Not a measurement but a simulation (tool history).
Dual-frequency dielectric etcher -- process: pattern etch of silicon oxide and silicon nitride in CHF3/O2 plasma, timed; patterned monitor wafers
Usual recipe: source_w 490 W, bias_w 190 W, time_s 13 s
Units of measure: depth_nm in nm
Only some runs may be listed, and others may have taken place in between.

| run | hour | source_w | bias_w | time_s | wafers since the last listed run | hours since the last wet clean | hours since the last source power generator calibration | hours since the last bias power generator calibration | hours since the last upper electrode change | hours since the gauge calibration | read-back reference wafer on the same gauge, depth_nm | depth_nm |
|---|---|---|---|---|---|---|---|---|---|---|---|---|
| 1 | 0 | 490 | 219 | 13 | 0 | 279.1 | 3792.7 | 1763.1 | 4888.4 | 305.9 | 21.23 | 18.65 |
| 2 | 21.9 | 490 | 219 | 13 | 364 | 301 | 3814.6 | 1785 | 4910.3 | 327.8 | 21.32 | 18.75 |
| 3 | 55.2 | 490 | 219 | 13 | 554 | 334.3 | 3847.9 | 1818.3 | 4943.6 | 361.1 | 21.25 | 18.52 |
| 4 | 78.5 | 490 | 190 | 14 | 387 | 357.6 | 3871.2 | 1841.6 | 4966.9 | 384.4 | 21.26 | 18.58 |
| 5 | 93.8 | 490 | 190 | 13 | 254 | 372.9 | 3886.5 | 1856.9 | 4982.2 | 399.7 | 21.29 | 17.38 |
| 6 | 116.5 | 490 | 190 | 13 | 377 | 395.6 | 3909.2 | 1879.6 | 5004.9 | 422.4 | 21.26 | 17.18 |
| 7 | 136.1 | 490 | 190 | 13 | 326 | 415.2 | 3928.8 | 1899.2 | 5024.5 | 442 | 21.34 | 17.16 |
| 8 | 152.4 | 490 | 190 | 13 | 271 | 431.5 | 3945.1 | 1915.5 | 5040.8 | 458.3 | 21.29 | 17.11 |
| 9 | 173.5 | 490 | 190 | 13 | 351 | 452.6 | 3966.2 | 1936.6 | 5061.9 | 479.4 | 21.29 | 17.23 |
| 10 | 200.8 | 490 | 190 | 13 | 454 | 479.9 | 3993.5 | 1963.9 | 5089.2 | 506.7 | 21.3 | 17.17 |
| 11 | 213.5 | 450 | 162 | 16.5 | 211 | 492.6 | 4006.2 | 1976.6 | 5101.9 | 519.4 | 21.26 | 19.34 |
| 12 | 233.3 | 380 | 190 | 9.5 | 329 | 512.4 | 4026 | 1996.4 | 5121.7 | 539.2 | 21.27 | 11.46 |
|  | 236.8 | gauge calibrated |
|  | 254.3 | bias power generator calibrated |
| 13 | 254.8 | 420 | 228 | 9 | 291 | 533.9 | 4047.5 | 0.5 | 5143.2 | 18 | 21.33 | 12.25 |
| 14 | 267.7 | 430 | 153 | 11.5 | 214 | 546.8 | 4060.4 | 13.4 | 5156.1 | 30.9 | 21.24 | 12.67 |
|  | 277.3 | source power generator calibrated |
| 15 | 321.8 | 370 | 190 | 13 | 834 | 600.9 | 44.5 | 67.5 | 5210.2 | 85 | 21.33 | 15.41 |
|  | 353.7 | upper electrode replaced, of another model than before |
|  | 366.3 | wet clean of the chamber |
| 16 | 366.8 | 490 | 190 | 13 | 139 | 0.5 | 89.5 | 112.5 | 13.1 | 130 | 21.33 | 17.93 |
| 17 | 388.1 | 490 | 217 | 11.5 | 354 | 21.8 | 110.8 | 133.8 | 34.4 | 151.3 | 21.33 | 16.59 |
| 18 | 408.4 | 490 | 168 | 10.5 | 337 | 42.1 | 131.1 | 154.1 | 54.7 | 171.6 | 21.32 | 13.95 |
| 19 | 439.2 | 530 | 204 | 13 | 512 | 72.9 | 161.9 | 184.9 | 85.5 | 202.4 | 21.32 | 18.91 |
| 20 | 464.6 | 490 | 190 | 13 | 422 | 98.3 | 187.3 | 210.3 | 110.9 | 227.8 | 21.26 | 17.73 |
| 21 | 483.1 | 490 | 156 | 9 | 308 | 116.8 | 205.8 | 228.8 | 129.4 | 246.3 | 21.26 | 11.54 |

Branching from run 21: 5 alternative next runs. What would each branch give?
| A | 483.5 | 600 | 190 | 13 | 6 | 117.2 | 206.2 | 229.2 | 129.8 | 246.7 | ? | ? |
| B | 483.5 | 490 | 190 | 16.5 | 6 | 117.2 | 206.2 | 229.2 | 129.8 | 246.7 | ? | ? |
| C | 483.5 | 610 | 231 | 16 | 6 | 117.2 | 206.2 | 229.2 | 129.8 | 246.7 | ? | ? |
| D | 483.5 | 490 | 143 | 13 | 6 | 117.2 | 206.2 | 229.2 | 129.8 | 246.7 | ? | ? |
| E | 483.5 | 530 | 190 | 12 | 6 | 117.2 | 206.2 | 229.2 | 129.8 | 246.7 | ? | ? |

| run | read-back reference wafer on the same gauge, depth_nm | depth_nm |
|---|---|---|
| A | 21.31 | 19.69 |
| B | 21.31 | 22.69 |
| C | 21.31 | 25.91 |
| D | 21.31 | 16.47 |
| E | 21.31 | 17.14 |
Had the tool no hidden state, the same runs would have come out as:
| run | depth_nm |
|---|---|
| A | 19.77 |
| B | 22.78 |
| C | 26.02 |
| D | 16.54 |
| E | 17.21 |

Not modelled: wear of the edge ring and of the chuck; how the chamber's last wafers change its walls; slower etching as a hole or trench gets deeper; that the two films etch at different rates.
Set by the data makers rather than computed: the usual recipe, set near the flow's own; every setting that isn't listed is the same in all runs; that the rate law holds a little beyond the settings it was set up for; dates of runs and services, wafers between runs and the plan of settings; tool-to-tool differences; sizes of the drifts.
